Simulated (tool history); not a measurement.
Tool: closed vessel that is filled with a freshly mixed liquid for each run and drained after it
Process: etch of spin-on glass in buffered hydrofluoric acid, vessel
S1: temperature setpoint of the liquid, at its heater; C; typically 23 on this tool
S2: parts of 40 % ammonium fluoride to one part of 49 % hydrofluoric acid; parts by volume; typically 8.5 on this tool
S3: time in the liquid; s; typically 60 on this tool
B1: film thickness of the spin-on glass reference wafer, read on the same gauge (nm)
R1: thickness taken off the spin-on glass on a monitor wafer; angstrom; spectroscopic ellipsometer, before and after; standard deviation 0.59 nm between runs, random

{"run": 1, "hour": 0.0, "S1": 23, "S2": 8.5, "S3": 60, "B1": 149.99, "R1": 1103.2}
{"run": 2, "hour": 29.2, "S1": 23, "S2": 8.5, "S3": 60, "B1": 150.02, "R1": 1088}
{"run": 3, "hour": 61.4, "S1": 23, "S2": 8.5, "S3": 60, "B1": 150.02, "R1": 1088.4}
{"run": 4, "hour": 89.5, "S1": 23, "S2": 8.5, "S3": 60, "B1": 149.98, "R1": 1094.6}
{"run": 5, "hour": 118.8, "S1": 23, "S2": 8.5, "S3": 60, "B1": 149.97, "R1": 1100.1}
{"run": 6, "hour": 151.6, "S1": 23, "S2": 8.5, "S3": 60, "B1": 149.97, "R1": 1072.4}
{"run": 7, "hour": 183.3, "S1": 23, "S2": 8.5, "S3": 60, "B1": 150, "R1": 1078}
{"run": 8, "hour": 217.8, "S1": 23, "S2": 6.5, "S3": 60, "B1": 150.02, "R1": 1433.4}
{"run": 9, "hour": 232.9, "S1": 23, "S2": 6.5, "S3": 60, "B1": 150, "R1": 1435.7}
{"run": 10, "hour": 253.7, "S1": 23, "S2": 6.5, "S3": 60, "B1": 150.02, "R1": 1431.1}
{"run": 11, "hour": 275.1, "S1": 23, "S2": 8.5, "S3": 60, "B1": 150.03, "R1": 1078}
{"run": 12, "hour": 289.5, "S1": 23, "S2": 8.5, "S3": 60, "B1": 149.98, "R1": 1086.2}
{"run": 13, "hour": 309.1, "S1": 23, "S2": 8.5, "S3": 60, "B1": 150.01, "R1": 1078}
{"run": 14, "hour": 338.7, "S1": 23, "S2": 6, "S3": 60, "B1": 150, "R1": 1520.5}
{"run": 15, "hour": 352.2, "S1": 23, "S2": 10, "S3": 40, "B1": 150.02, "R1": 626.8}
{"hour": 365.1, "done": "gauge calibrated"}
{"run": 16, "hour": 367.0, "S1": 23, "S2": 10.5, "S3": 40, "B1": 149.98, "R1": 601}
{"run": 17, "hour": 397.6, "S1": 23, "S2": 8.5, "S3": 60, "B1": 150, "R1": 1074.6}
{"run": 18, "hour": 425.5, "S1": 23, "S2": 8.5, "S3": 60, "B1": 150.01, "R1": 1067.9}
{"run": 19, "hour": 438.0, "S1": 23, "S2": 8.5, "S3": 60, "B1": 150, "R1": 1069.3}
{"run": 20, "hour": 461.8, "S1": 23, "S2": 9.5, "S3": 60, "B1": 149.99, "R1": 978.4}
{"hour": 486.0, "done": "thermometer replaced"}
{"run": 21, "hour": 492.0, "S1": 23, "S2": 8.5, "S3": 60, "B1": 149.99, "R1": 1068.7}
{"run": 22, "hour": 520.7, "S1": 24.5, "S2": 6.5, "S3": 30, "B1": 150.02, "R1": 745.8}
{"hour": 526.9, "done": "hydrofluoric acid flow meter replaced"}
{"run": 23, "hour": 548.8, "S1": 19, "S2": 7.5, "S3": 80, "B1": 150.01, "R1": 1412.4}
{"run": 24, "hour": 584.3, "S1": 21.5, "S2": 10.5, "S3": 30, "B1": 150.01, "R1": 443.7}
{"run": 25, "hour": 613.2, "S1": 23, "S2": 8.5, "S3": 60, "B1": 150.01, "R1": 1149.1}
{"run": 26, "hour": 633.7, "S1": 23, "S2": 8.5, "S3": 70, "B1": 149.97, "R1": 1327.8}
{"run": 27, "hour": 649.5, "S1": 23, "S2": 8.5, "S3": 60, "B1": 149.99, "R1": 1135.3}
{"run": 28, "hour": 678.0, "S1": 20.5, "S2": 11, "S3": 45, "B1": 149.96, "R1": 596.5}

Alternative continuations, all from the tool just after run 28; predict every row:
{"run": "A", "hour": 678.7, "S1": 28, "S2": 8.5, "S3": 60, "B1": "?", "R1": "?"}
{"run": "B", "hour": 678.7, "S1": 26, "S2": 6, "S3": 45, "B1": "?", "R1": "?"}
{"run": "C", "hour": 678.7, "S1": 18, "S2": 8.5, "S3": 85, "B1": "?", "R1": "?"}
{"run": "D", "hour": 678.7, "S1": 23, "S2": 8.5, "S3": 75, "B1": "?", "R1": "?"}

run=A B1=149.98 R1=1484.4
run=B B1=149.98 R1=1417.5
run=C B1=149.98 R1=1214.9
run=D B1=149.98 R1=1416.7
Stripped of hidden state, with their random variation kept, the same runs would have yielded:
run=A R1=1521.7
run=B R1=1445.8
run=C R1=1245.5
run=D R1=1452.4
